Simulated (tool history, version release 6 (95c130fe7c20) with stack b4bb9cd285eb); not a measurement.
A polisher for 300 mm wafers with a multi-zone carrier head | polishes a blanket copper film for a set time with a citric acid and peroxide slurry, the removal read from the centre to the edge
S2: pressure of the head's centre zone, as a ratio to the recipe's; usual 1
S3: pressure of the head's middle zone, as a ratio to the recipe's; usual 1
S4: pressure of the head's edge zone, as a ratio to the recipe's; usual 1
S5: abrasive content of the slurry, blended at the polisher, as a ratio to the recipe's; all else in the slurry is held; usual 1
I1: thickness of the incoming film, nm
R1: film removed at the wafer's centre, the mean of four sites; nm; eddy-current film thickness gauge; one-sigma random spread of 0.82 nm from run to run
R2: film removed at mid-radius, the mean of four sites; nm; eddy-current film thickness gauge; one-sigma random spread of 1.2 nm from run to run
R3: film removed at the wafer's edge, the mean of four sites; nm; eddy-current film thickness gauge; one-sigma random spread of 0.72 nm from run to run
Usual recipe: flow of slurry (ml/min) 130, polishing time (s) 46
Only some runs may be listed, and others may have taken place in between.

Run 1, hour 0: usual settings but S3 1.04, S4 0.94; I1 1259.7. Result: R1 107.2 nm, R2 108.4 nm, R3 102.8 nm.
Run 2, hour 18.7: usual settings but S3 1.04, S4 0.94; I1 1256.5. Result: R1 108.6 nm, R2 107.1 nm, R3 103.1 nm.
Run 3, hour 38: usual settings; I1 1266.7. Result: R1 107.1 nm, R2 104.5 nm, R3 103.8 nm.
Run 4, hour 57.3: usual settings but S2 0.97; I1 1249.6. Result: R1 104.2 nm, R2 101.8 nm, R3 104.8 nm.
Run 5, hour 83.5: usual settings but flow of slurry (ml/min) 145, S2 0.9; I1 1244.3. Result: R1 101.5 nm, R2 105.9 nm, R3 105.5 nm.
At hour 109.5: centre zone pressure recalibrated.
Run 6, hour 111.6: usual settings but flow of slurry (ml/min) 145, S2 0.9; I1 1251.8. Result: R1 96.1 nm, R2 107.1 nm, R3 104.9 nm.
At hour 116.4: worn pad replaced by a new one.
Run 7, hour 142: usual settings but S2 1.08, S3 0.93, S5 1.15, polishing time (s) 51; I1 1238. Result: R1 121.9 nm, R2 110.1 nm, R3 118 nm.
Run 8, hour 169.8: usual settings but S3 0.96; I1 1235. Result: R1 102 nm, R2 102.5 nm, R3 104.5 nm.
Run 9, hour 195.1: usual settings; I1 1243. Result: R1 103 nm, R2 103.1 nm, R3 104.5 nm.
Run 10, hour 208: usual settings but S3 1.09; I1 1238.8. Result: R1 102.9 nm, R2 112.7 nm, R3 104.6 nm.
Run 11, hour 233.8: usual settings but S2 0.9, S4 0.91; I1 1261.4. Result: R1 94.6 nm, R2 103.5 nm, R3 102 nm.
Run 12, hour 268.7: usual settings but S2 0.89, S4 1.12; I1 1251.7. Result: R1 95 nm, R2 104.9 nm, R3 108.1 nm.
At hour 284: worn pad replaced by a new one.
Run 13, hour 303.8: usual settings but S3 1.03; I1 1240.5. Result: R1 102.4 nm, R2 106.8 nm, R3 104.2 nm.
Run 14, hour 322.6: usual settings; I1 1231.6. Result: R1 102.9 nm, R2 104.5 nm, R3 104.5 nm.
Run 15, hour 334.9: usual settings but flow of slurry (ml/min) 95; I1 1270.8. Result: R1 93.2 nm, R2 95.1 nm, R3 97.8 nm.
Run 16, hour 349.3: usual settings but S2 0.95; I1 1243.4. Result: R1 100.7 nm, R2 106.1 nm, R3 104.1 nm.
At hour 376.2: slurry nozzle cleaned.
Run 17, hour 376.7: usual settings but flow of slurry (ml/min) 175, S3 1.05, S5 0.7, polishing time (s) 33; I1 1239.9. Result: R1 75.6 nm, R2 79.9 nm, R3 74.8 nm.
Run 18, hour 407.9: usual settings but flow of slurry (ml/min) 170; I1 1234. Result: R1 110.9 nm, R2 108.2 nm, R3 107.3 nm.
At hour 417.9: worn pad replaced by a new one.
Run 19, hour 438.9: usual settings; I1 1239.7. Result: R1 103 nm, R2 105.2 nm, R3 105.1 nm.
Run 20, hour 470.8: usual settings but S5 1.2, polishing time (s) 38; I1 1244.2. Result: R1 88.1 nm, R2 88.8 nm, R3 89.8 nm.
Run 21, hour 488.2: usual settings; I1 1273.7. Result: R1 103.1 nm, R2 107.3 nm, R3 105 nm.

Each row is a separate what-if for the run after 21, all from the same tool condition, not one after another. Results?
Run A, hour 488.6: usual settings; I1 1245.3. Result: R1 ?, R2 ?, R3 ?.
Run B, hour 488.6: usual settings but S5 0.9; I1 1245.3. Result: R1 ?, R2 ?, R3 ?.
Run C, hour 488.6: usual settings but flow of slurry (ml/min) 160, S4 0.93, S5 0.85; I1 1245.3. Result: R1 ?, R2 ?, R3 ?.
Run D, hour 488.6: usual settings but S2 0.92, S4 1.1; I1 1245.3. Result: R1 ?, R2 ?, R3 ?.

run     R1     R2     R3
  A  104.5  105.6  103.7
  B    103    104  102.2
  C  107.4  107.9  102.7
  D   97.7  105.6  106.4
Had the tool no hidden state, the same runs would have come out as:
run     R1     R2     R3
  A  101.4  105.6  103.7
  B   99.9    104  102.2
  C  104.2  107.9  102.7
  D   94.8  105.6  106.4

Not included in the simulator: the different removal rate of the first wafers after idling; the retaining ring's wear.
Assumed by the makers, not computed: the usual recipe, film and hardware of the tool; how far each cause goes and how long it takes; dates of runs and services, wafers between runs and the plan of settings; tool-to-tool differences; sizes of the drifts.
